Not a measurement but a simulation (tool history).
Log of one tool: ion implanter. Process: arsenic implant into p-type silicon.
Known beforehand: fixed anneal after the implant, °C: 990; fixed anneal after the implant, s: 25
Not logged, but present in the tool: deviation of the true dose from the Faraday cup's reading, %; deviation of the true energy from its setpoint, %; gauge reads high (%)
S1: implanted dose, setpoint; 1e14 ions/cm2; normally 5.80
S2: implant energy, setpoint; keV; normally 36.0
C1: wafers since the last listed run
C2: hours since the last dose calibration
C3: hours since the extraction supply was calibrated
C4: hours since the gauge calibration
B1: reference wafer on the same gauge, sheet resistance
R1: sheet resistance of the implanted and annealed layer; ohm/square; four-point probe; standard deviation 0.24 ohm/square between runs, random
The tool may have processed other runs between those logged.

run 1 hour=0.0 | S1=6.72 S2=36.0 | C1=0 C2=1284.7 C3=3367.6 C4=25.9 | B1=173.97 | R1=141.18
run 2 hour=98.4 | S1=6.72 S2=36.0 | C1=3056 C2=1383.1 C3=3466.0 C4=124.3 | B1=173.99 | R1=140.88
-- hour=110.9 Faraday cup replaced and dose calibrated
run 3 hour=201.8 | S1=6.72 S2=36.0 | C1=2963 C2=90.9 C3=3569.4 C4=227.7 | B1=173.95 | R1=142.15
run 4 hour=306.4 | S1=5.80 S2=36.0 | C1=3249 C2=195.5 C3=3674.0 C4=332.3 | B1=173.94 | R1=159.16
run 5 hour=349.0 | S1=5.80 S2=36.0 | C1=1323 C2=238.1 C3=3716.6 C4=374.9 | B1=173.99 | R1=159.29
run 6 hour=433.8 | S1=5.80 S2=36.0 | C1=2634 C2=322.9 C3=3801.4 C4=459.7 | B1=174.00 | R1=158.88
run 7 hour=534.8 | S1=5.80 S2=36.0 | C1=3137 C2=423.9 C3=3902.4 C4=560.7 | B1=173.97 | R1=158.85
run 8 hour=584.5 | S1=5.80 S2=36.0 | C1=1543 C2=473.6 C3=3952.1 C4=610.4 | B1=173.99 | R1=159.12
run 9 hour=650.4 | S1=5.80 S2=36.0 | C1=2047 C2=539.5 C3=4018.0 C4=676.3 | B1=174.02 | R1=158.67
run 10 hour=891.6 | S1=5.80 S2=36.0 | C1=7492 C2=780.7 C3=4259.2 C4=917.5 | B1=173.96 | R1=158.19
run 11 hour=974.0 | S1=5.80 S2=36.0 | C1=2559 C2=863.1 C3=4341.6 C4=999.9 | B1=173.97 | R1=158.58
run 12 hour=1024.9 | S1=4.90 S2=43.0 | C1=1581 C2=914.0 C3=4392.5 C4=1050.8 | B1=173.92 | R1=175.36
run 13 hour=1115.7 | S1=5.13 S2=36.0 | C1=2820 C2=1004.8 C3=4483.3 C4=1141.6 | B1=173.98 | R1=174.11
-- hour=1177.6 Faraday cup replaced and dose calibrated
run 14 hour=1200.4 | S1=6.70 S2=36.0 | C1=2382 C2=22.8 C3=4568.0 C4=1226.3 | B1=174.00 | R1=142.45
-- hour=1237.3 gauge calibrated
run 15 hour=1282.8 | S1=5.80 S2=48.5 | C1=2559 C2=105.2 C3=4650.4 C4=45.5 | B1=174.01 | R1=151.95
-- hour=1356.4 extraction supply calibrated
run 16 hour=1597.3 | S1=5.80 S2=31.5 | C1=9520 C2=419.7 C3=240.9 C4=360.0 | B1=174.02 | R1=162.39
run 17 hour=1653.9 | S1=5.80 S2=36.0 | C1=1758 C2=476.3 C3=297.5 C4=416.6 | B1=174.03 | R1=158.28
run 18 hour=1727.3 | S1=4.72 S2=47.5 | C1=2280 C2=549.7 C3=370.9 C4=490.0 | B1=174.02 | R1=178.48
run 19 hour=1778.2 | S1=5.80 S2=36.0 | C1=1581 C2=600.6 C3=421.8 C4=540.9 | B1=173.96 | R1=158.37
run 20 hour=1840.9 | S1=5.80 S2=36.0 | C1=1947 C2=663.3 C3=484.5 C4=603.6 | B1=173.97 | R1=158.50
run 21 hour=1939.7 | S1=5.80 S2=36.0 | C1=3068 C2=762.1 C3=583.3 C4=702.4 | B1=173.97 | R1=158.25
run 22 hour=2047.1 | S1=5.80 S2=36.0 | C1=3336 C2=869.5 C3=690.7 C4=809.8 | B1=173.99 | R1=158.15
run 23 hour=2252.1 | S1=6.51 S2=28.5 | C1=6367 C2=1074.5 C3=895.7 C4=1014.8 | B1=174.00 | R1=150.82

Here are 5 independent what-if runs from the current tool condition. What would each one return?
run A hour=2252.5 | S1=5.80 S2=36.0 | C1=12 C2=1074.9 C3=896.1 C4=1015.2 | B1=? | R1=?
run B hour=2252.5 | S1=7.13 S2=24.5 | C1=12 C2=1074.9 C3=896.1 C4=1015.2 | B1=? | R1=?
run C hour=2252.5 | S1=4.94 S2=25.0 | C1=12 C2=1074.9 C3=896.1 C4=1015.2 | B1=? | R1=?
run D hour=2252.5 | S1=7.04 S2=45.5 | C1=12 C2=1074.9 C3=896.1 C4=1015.2 | B1=? | R1=?
run E hour=2252.5 | S1=4.37 S2=26.5 | C1=12 C2=1074.9 C3=896.1 C4=1015.2 | B1=? | R1=?

run=A B1=173.94 R1=157.90
run=B B1=173.94 R1=145.65
run=C B1=173.94 R1=188.65
run=D B1=173.94 R1=130.89
run=E B1=173.94 R1=204.86
Without the tool's unlogged condition, the same runs would have read:
run=A R1=158.95
run=B R1=146.52
run=C R1=189.86
run=D R1=131.77
run=E R1=206.19

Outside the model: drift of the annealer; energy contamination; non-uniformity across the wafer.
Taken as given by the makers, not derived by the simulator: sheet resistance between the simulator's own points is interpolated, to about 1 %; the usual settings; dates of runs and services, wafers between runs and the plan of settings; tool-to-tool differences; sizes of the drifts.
